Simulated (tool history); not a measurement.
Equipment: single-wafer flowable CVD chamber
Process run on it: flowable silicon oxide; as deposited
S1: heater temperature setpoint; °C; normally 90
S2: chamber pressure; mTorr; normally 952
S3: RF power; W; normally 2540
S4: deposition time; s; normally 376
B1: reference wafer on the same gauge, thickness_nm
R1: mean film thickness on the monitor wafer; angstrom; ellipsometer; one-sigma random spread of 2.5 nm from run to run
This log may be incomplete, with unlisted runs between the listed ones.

run 1 hour=0.0 | S1=90 S2=952 S3=2540 S4=376 | B1=516.545 | R1=4272.02
run 2 hour=66.6 | S1=90 S2=952 S3=2540 S4=376 | B1=517.164 | R1=4276.09
run 3 hour=141.6 | S1=90 S2=952 S3=2540 S4=376 | B1=516.411 | R1=4295.12
run 4 hour=231.2 | S1=84 S2=952 S3=2540 S4=376 | B1=516.540 | R1=5045.64
run 5 hour=327.9 | S1=84 S2=952 S3=2540 S4=376 | B1=516.245 | R1=4978.97
run 6 hour=435.4 | S1=90 S2=952 S3=2540 S4=349 | B1=516.813 | R1=3960.55
run 7 hour=483.4 | S1=90 S2=952 S3=2540 S4=349 | B1=517.858 | R1=3942.41
run 8 hour=533.2 | S1=90 S2=952 S3=2540 S4=376 | B1=516.159 | R1=4228.48
run 9 hour=610.1 | S1=90 S2=952 S3=2540 S4=376 | B1=517.498 | R1=4241.98
run 10 hour=662.9 | S1=90 S2=952 S3=2540 S4=376 | B1=517.175 | R1=4238.08
-- hour=691.6 capacitance manometer re-zeroed and calibrated
-- hour=719.6 showerhead replaced
-- hour=727.4 gauge calibrated
run 11 hour=761.5 | S1=90 S2=952 S3=2540 S4=376 | B1=516.895 | R1=4732.39
run 12 hour=863.5 | S1=90 S2=952 S3=2540 S4=376 | B1=517.045 | R1=4712.99
run 13 hour=952.7 | S1=90 S2=952 S3=2540 S4=376 | B1=517.237 | R1=4671.91
run 14 hour=1031.4 | S1=90 S2=952 S3=2540 S4=376 | B1=518.046 | R1=4645.80
run 15 hour=1090.9 | S1=90 S2=952 S3=2540 S4=332 | B1=517.887 | R1=4137.08
-- hour=1167.5 capacitance manometer re-zeroed and calibrated, repeated, since the last time left the tool worse
-- hour=1176.3 thermocouple changed; heater temperature recalibrated
run 16 hour=1184.1 | S1=84 S2=871 S3=2540 S4=344 | B1=517.414 | R1=4365.67
run 17 hour=1269.8 | S1=90 S2=952 S3=2540 S4=376 | B1=517.643 | R1=4459.83
run 18 hour=1367.9 | S1=90 S2=952 S3=2130 S4=376 | B1=517.693 | R1=4186.70
run 19 hour=1456.5 | S1=81 S2=876 S3=2320 S4=376 | B1=517.060 | R1=5015.37
run 20 hour=1579.3 | S1=90 S2=952 S3=2540 S4=376 | B1=517.534 | R1=4329.23
run 21 hour=1638.9 | S1=98 S2=952 S3=2540 S4=376 | B1=516.536 | R1=3425.93

Estimate the outcome of run 22 from the log above:
-- hour=1733.7 RF generator calibrated
run 22 hour=1734.2 | S1=104 S2=952 S3=2540 S4=304 | B1=? | R1=?

{"run 22": {"B1": 516.274, "R1": 2310.92}}
The same run, on a tool lacking any hidden state, would have yielded R1 2387.49 angstrom.
